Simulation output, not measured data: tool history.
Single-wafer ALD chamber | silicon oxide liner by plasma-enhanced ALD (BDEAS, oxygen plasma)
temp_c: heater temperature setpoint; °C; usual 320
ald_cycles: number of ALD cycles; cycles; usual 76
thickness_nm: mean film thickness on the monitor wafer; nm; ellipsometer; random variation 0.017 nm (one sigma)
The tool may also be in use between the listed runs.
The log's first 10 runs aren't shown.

run     day  temp_c  ald_cycles  wafers since the last listed run  hours since the last thermocouple change  hours since the gauge calibration  read-back reference wafer on the same gauge, thickness_nm  thickness_nm
 11  24.925     320          67                                95                                    1163.8                             1063.7                                                       6.82         6.158
 12  29.496     311          66                               331                                    1273.5                             1173.4                                                      6.823         6.123
       30.5  -- thermocouple changed; heater temperature recalibrated
 13  31.746     320          76                               139                                      29.9                             1227.4                                                      6.823         6.893
 14  34.488     320          76                               198                                      95.7                             1293.2                                                      6.821         6.893
 15  37.262     320          76                               201                                     162.3                             1359.8                                                      6.822         6.889
 16  39.704     320          76                               177                                     220.9                             1418.4                                                      6.823         6.916
 17  41.479     332          81                               128                                     263.5                               1461                                                      6.821         7.225
 18  43.312     308          81                               133                                     307.5                               1505                                                      6.819         7.497
 19  45.675     332          76                               171                                     364.2                             1561.7                                                      6.816         6.785
 20  48.633     320          76                               214                                     435.2                             1632.7                                                      6.821         6.942
 21  50.788     320          76                               156                                     486.9                             1684.4                                                      6.817         6.915
 22  53.408     312          70                               190                                     549.8                             1747.3                                                      6.821         6.452
 23  56.167     314          89                               200                                       616                             1813.5                                                      6.823         8.188
 24  57.262     320          76                                79                                     642.3                             1839.8                                                      6.826         6.916
 25  59.617     320          76                               170                                     698.8                             1896.3                                                      6.816         6.929
     60.525  -- gauge calibrated
 26  61.446     312          68                               132                                     742.7                               22.1                                                      6.821         6.317
 27  63.662     320          90                               160                                     795.9                               75.3                                                      6.825         8.221
 28  66.221     333          83                               185                                     857.3                              136.7                                                      6.821         7.405
 29  69.208     315          85                               216                                       929                              208.4                                                      6.825         7.838
 30  77.467     324          64                               599                                    1127.2                              406.6                                                      6.819          5.81
 31  79.742     320          76                               165                                    1181.8                              461.2                                                      6.819         6.944
     82.417  -- thermocouple changed; heater temperature recalibrated
 32  85.492     320          76                               393                                      73.8                              599.2                                                       6.82          6.88
 33  88.475     307          72                               216                                     145.4                              670.8                                                      6.824           6.7

3 ways to go on from here, each from the tool as it stands after run 33. What would each give?
  A  88.496     320          76                                 1                                     145.9                              671.3                                                          ?             ?
  B  88.496     326          67                                 1                                     145.9                              671.3                                                          ?             ?
  C  88.496     329          84                                 1                                     145.9                              671.3                                                          ?             ?

run  read-back reference wafer on the same gauge, thickness_nm  thickness_nm
  A                                                      6.823         6.925
  B                                                      6.823         6.045
  C                                                      6.823         7.542
Without the tool's hidden state the same runs would have given:
run  thickness_nm
  A         6.909
  B         6.031
  C         7.524

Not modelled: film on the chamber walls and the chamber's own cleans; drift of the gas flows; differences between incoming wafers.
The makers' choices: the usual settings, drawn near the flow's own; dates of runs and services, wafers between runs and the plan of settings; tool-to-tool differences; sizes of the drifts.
